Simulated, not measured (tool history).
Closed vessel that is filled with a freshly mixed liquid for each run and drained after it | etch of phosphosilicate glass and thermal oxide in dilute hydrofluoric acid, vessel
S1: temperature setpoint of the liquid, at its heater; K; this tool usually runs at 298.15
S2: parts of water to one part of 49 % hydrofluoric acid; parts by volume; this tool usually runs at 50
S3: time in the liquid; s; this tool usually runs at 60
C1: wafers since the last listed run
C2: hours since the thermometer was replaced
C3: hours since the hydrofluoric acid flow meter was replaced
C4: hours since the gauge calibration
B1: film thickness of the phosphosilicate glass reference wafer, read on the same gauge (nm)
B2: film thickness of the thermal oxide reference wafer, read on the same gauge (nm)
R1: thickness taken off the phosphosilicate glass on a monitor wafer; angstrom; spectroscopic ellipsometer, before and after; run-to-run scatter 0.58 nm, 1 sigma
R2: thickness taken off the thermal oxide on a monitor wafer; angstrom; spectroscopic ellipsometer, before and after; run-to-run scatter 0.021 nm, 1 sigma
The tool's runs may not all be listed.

Run 1, day 0: usual settings; C1 0; C2 393.5; C3 1102.8; C4 672.9; B1 110.02; B2 109.99. Result: R1 924.5 angstrom, R2 65.4 angstrom.
At day 0.967: gauge calibrated.
Run 2, day 3.25: usual settings but S1 301.65 K; C1 7549; C2 471.5; C3 1180.8; C4 54.8; B1 109.98; B2 110. Result: R1 1059 angstrom, R2 75 angstrom.
Run 3, day 6.679: usual settings but S1 301.65 K; C1 7966; C2 553.8; C3 1263.1; C4 137.1; B1 110.03; B2 109.99. Result: R1 1050.2 angstrom, R2 74.5 angstrom.
Run 4, day 11.071: usual settings but S1 301.65 K; C1 10202; C2 659.2; C3 1368.5; C4 242.5; B1 110; B2 109.97. Result: R1 1038.5 angstrom, R2 73.8 angstrom.
Run 5, day 12.767: usual settings but S3 50 s; C1 3939; C2 699.9; C3 1409.2; C4 283.2; B1 109.98; B2 110. Result: R1 749.2 angstrom, R2 53.4 angstrom.
Run 6, day 16.079: usual settings but S3 50 s; C1 7695; C2 779.4; C3 1488.7; C4 362.7; B1 110; B2 110. Result: R1 745 angstrom, R2 52.6 angstrom.
Run 7, day 19.221: usual settings but S3 50 s; C1 7298; C2 854.8; C3 1564.1; C4 438.1; B1 109.99; B2 109.99. Result: R1 735.4 angstrom, R2 52.6 angstrom.
Run 8, day 21.029: usual settings but S3 70 s; C1 4200; C2 898.2; C3 1607.5; C4 481.5; B1 110.03; B2 110.02. Result: R1 1035.5 angstrom, R2 73.8 angstrom.
At day 22.517: hydrofluoric acid flow meter replaced.
Run 9, day 24.483: usual settings; C1 7927; C2 981.1; C3 47.2; C4 564.4; B1 110.02; B2 110. Result: R1 884.7 angstrom, R2 62.2 angstrom.
Run 10, day 27.55: usual settings but S1 301.15 K, S3 90 s; C1 7123; C2 1054.7; C3 120.8; C4 638; B1 110; B2 110.02. Result: R1 1475.5 angstrom, R2 105.5 angstrom.
At day 29.45: gauge calibrated.
At day 30.65: thermometer replaced.
Run 11, day 30.729: usual settings but S1 295.65 K, S2 25 parts by volume, S3 85 s; C1 7288; C2 1.9; C3 197.1; C4 30.7; B1 110.05; B2 109.98. Result: R1 2491.3 angstrom, R2 177.6 angstrom.
Run 12, day 32.971: usual settings; C1 5207; C2 55.7; C3 250.9; C4 84.5; B1 110.01; B2 110.02. Result: R1 931.3 angstrom, R2 67.1 angstrom.
Run 13, day 36.629: usual settings but S1 303.15 K, S2 30 parts by volume, S3 30 s; C1 8498; C2 143.5; C3 338.7; C4 172.3; B1 109.99; B2 109.99. Result: R1 989 angstrom, R2 70.2 angstrom.
Run 14, day 39.258: usual settings but S1 301.65 K, S2 65 parts by volume, S3 75 s; C1 6107; C2 206.6; C3 401.8; C4 235.4; B1 110.03; B2 110.01. Result: R1 1005.9 angstrom, R2 72 angstrom.
Run 15, day 42.367: usual settings but S1 300.65 K, S2 40 parts by volume, S3 30 s; C1 7220; C2 281.2; C3 476.4; C4 310; B1 110.02; B2 110. Result: R1 656 angstrom, R2 46.3 angstrom.
Run 16, day 43.95: usual settings but S1 296.65 K, S3 90 s; C1 3678; C2 319.2; C3 514.4; C4 348; B1 109.96; B2 109.99. Result: R1 1311.5 angstrom, R2 92.8 angstrom.
Run 17, day 46.333: usual settings; C1 5536; C2 376.4; C3 571.6; C4 405.2; B1 110.03; B2 109.97. Result: R1 928.4 angstrom, R2 65.4 angstrom.

What differs in the tool's unlogged condition from the final listed run ahead of each entry between runs to the first listed run following it?
Run 1 -> run 2: gauge calibrated (day 0.967)
  liquid colder than its thermometer reads (K): 0.846 -> 0.98
  what was measured, less what the result would be without the hidden state, R1: -32.8 -> -42.2 angstrom; R2: -2.3 -> -3 angstrom
Run 8 -> run 9: hydrofluoric acid flow meter replaced (day 22.517)
  liquid colder than its thermometer reads (K): 1.71 -> 1.85
  what was measured, less what the result would be without the hidden state, R1: -75.5 -> -70 angstrom; R2: -5.3 -> -5 angstrom
Run 10 -> run 11: gauge calibrated (day 29.45); thermometer replaced (day 30.65)
  liquid colder than its thermometer reads (K): 1.98 -> 0.0654
  what was measured, less what the result would be without the hidden state, R1: -122.2 -> -7.5 angstrom; R2: -8.7 -> -0.5 angstrom
